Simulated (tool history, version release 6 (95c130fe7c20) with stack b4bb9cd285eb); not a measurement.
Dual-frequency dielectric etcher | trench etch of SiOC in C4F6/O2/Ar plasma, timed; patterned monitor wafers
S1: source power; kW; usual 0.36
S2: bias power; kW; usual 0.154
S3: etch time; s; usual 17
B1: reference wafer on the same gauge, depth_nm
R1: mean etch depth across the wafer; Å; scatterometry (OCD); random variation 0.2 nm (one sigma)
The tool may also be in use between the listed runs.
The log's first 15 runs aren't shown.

| run | hour | S1 | S2 | S3 | B1 | R1 |
|---|---|---|---|---|---|---|
| 16 | 171 | 0.36 | 0.154 | 18.5 | 26.09 | 347.8 |
|  | 182.5 | source power generator calibrated |
|  | 186 | gauge calibrated |
|  | 200.7 | wet clean of the chamber |
| 17 | 201.2 | 0.36 | 0.154 | 17 | 26.13 | 303.6 |
| 18 | 201.5 | 0.31 | 0.117 | 17 | 26.12 | 273.5 |
| 19 | 209.5 | 0.33 | 0.141 | 17 | 26.13 | 290.7 |
| 20 | 218.1 | 0.41 | 0.154 | 17 | 26.13 | 315.4 |
| 21 | 225.7 | 0.43 | 0.14 | 21.5 | 26.16 | 393.9 |
| 22 | 241.9 | 0.36 | 0.154 | 17 | 26.09 | 305.6 |
| 23 | 258.1 | 0.41 | 0.136 | 17 | 26.15 | 305.3 |
| 24 | 266.6 | 0.42 | 0.144 | 17 | 26.14 | 312.7 |
| 25 | 273.3 | 0.42 | 0.125 | 21 | 26.09 | 372.9 |
| 26 | 285.6 | 0.36 | 0.154 | 17 | 26.08 | 307.4 |
| 27 | 300.8 | 0.29 | 0.166 | 14 | 26.14 | 246.4 |
| 28 | 313 | 0.36 | 0.154 | 17 | 26.11 | 309 |
| 29 | 323.1 | 0.36 | 0.175 | 19.5 | 26.09 | 369.8 |
| 30 | 337 | 0.42 | 0.154 | 13 | 26.1 | 244 |
| 31 | 350.6 | 0.31 | 0.121 | 17 | 26.07 | 278.9 |

3 ways to go on from here, each from the tool as it stands after run 31. What would each give?
| A | 351 | 0.36 | 0.154 | 17 | ? | ? |
| B | 351 | 0.36 | 0.154 | 22 | ? | ? |
| C | 351 | 0.28 | 0.154 | 17 | ? | ? |

| run | B1 | R1 |
|---|---|---|
| A | 26.12 | 308.1 |
| B | 26.12 | 398.8 |
| C | 26.12 | 290.5 |
Without the tool's hidden state the same runs would have given:
| run | R1 |
|---|---|
| A | 304.3 |
| B | 393.8 |
| C | 286.9 |
